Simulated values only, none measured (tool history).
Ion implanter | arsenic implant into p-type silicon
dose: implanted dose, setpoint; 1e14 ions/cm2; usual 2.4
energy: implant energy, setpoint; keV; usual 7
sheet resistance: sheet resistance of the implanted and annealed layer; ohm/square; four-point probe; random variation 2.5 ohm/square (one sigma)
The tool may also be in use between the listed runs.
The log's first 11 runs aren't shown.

run,hour,dose,energy,wafers since the last listed run,hours since the last dose calibration,hours since the extraction supply was calibrated,hours since the gauge calibration,"read-back reference wafer on the same gauge, sheet resistance",sheet resistance
12,751.3,2.4,7,694,269.1,212.6,1440.6,474.17,448.25
13,791.1,2.4,7,819,308.9,252.4,1480.4,475.05,448.14
14,823.4,2.79,8.5,665,341.2,284.7,1512.7,475.05,392.15
15,865.6,1.8,9,869,383.4,326.9,1554.9,474.86,553.64
16,900.4,2.4,7,716,418.2,361.7,1589.7,475.04,448.28
17,1023.3,1.76,6,2531,541.1,484.6,1712.6,474.53,566.94
18,1088.3,1.81,7,1338,606.1,549.6,1777.6,475.28,558.08
# hour 1096.3: Faraday cup replaced and dose calibrated
19,1148.7,2.96,8.5,1079,52.4,610,1838,475.56,377.7
20,1180.5,2.4,7,654,84.2,641.8,1869.8,475.17,454.37
# hour 1224.1: gauge calibrated
21,1379.2,1.75,9,4092,282.9,840.5,155.1,475.12,572.45
22,1417.6,1.95,7,790,321.3,878.9,193.5,475.06,534.14
23,1453.8,2.71,9.5,745,357.5,915.1,229.7,474.74,400.09
24,1559.2,1.91,8,2170,462.9,1020.5,335.1,475.46,536.34
25,1618.7,2.4,7,1225,522.4,1080,394.6,474.26,444.31
# hour 1665.7: Faraday cup replaced and dose calibrated
26,1688.2,2.4,7,1266,22.5,1149.5,464.1,474.97,451.79
27,1756.2,2.4,7,1400,90.5,1217.5,532.1,474.77,455.03
28,1786.5,2.4,7,624,120.8,1247.8,562.4,474.61,450.67
29,1832.7,2,8,951,167,1294,608.6,474.98,519.79
30,1879.6,3.08,5.5,966,213.9,1340.9,655.5,474.53,374.25
31,1943.7,1.92,9,1320,278,1405,719.6,474.84,530.94
32,1979.7,2.4,7,741,314,1441,755.6,475.27,450.58
33,2017.4,2.82,7,776,351.7,1478.7,793.3,474.64,396.55
34,2073.7,2.4,5.5,1159,408,1535,849.6,475.54,452.13
35,2100.7,2.4,7,556,435,1562,876.6,474.8,451.78
# hour 2161: Faraday cup replaced and dose calibrated
36,2161.5,2.15,9.5,1087,0.5,1622.8,937.4,474.77,489.72

Forecast each of these 5 alternatives for the next run:
A,2161.9,2.4,7,8,0.9,1623.2,937.8,?,?
B,2161.9,2.1,9,8,0.9,1623.2,937.8,?,?
C,2161.9,1.82,5.5,8,0.9,1623.2,937.8,?,?
D,2161.9,1.76,7,8,0.9,1623.2,937.8,?,?
E,2161.9,2.81,8.5,8,0.9,1623.2,937.8,?,?

run,"read-back reference wafer on the same gauge, sheet resistance",sheet resistance
A,475.1,454.87
B,475.1,498.69
C,475.1,577.23
D,475.1,584.52
E,475.1,396.39
Without the tool's hidden state the same runs would have given:
run,sheet resistance
A,453.82
B,497.56
C,575.89
D,583.19
E,395.5

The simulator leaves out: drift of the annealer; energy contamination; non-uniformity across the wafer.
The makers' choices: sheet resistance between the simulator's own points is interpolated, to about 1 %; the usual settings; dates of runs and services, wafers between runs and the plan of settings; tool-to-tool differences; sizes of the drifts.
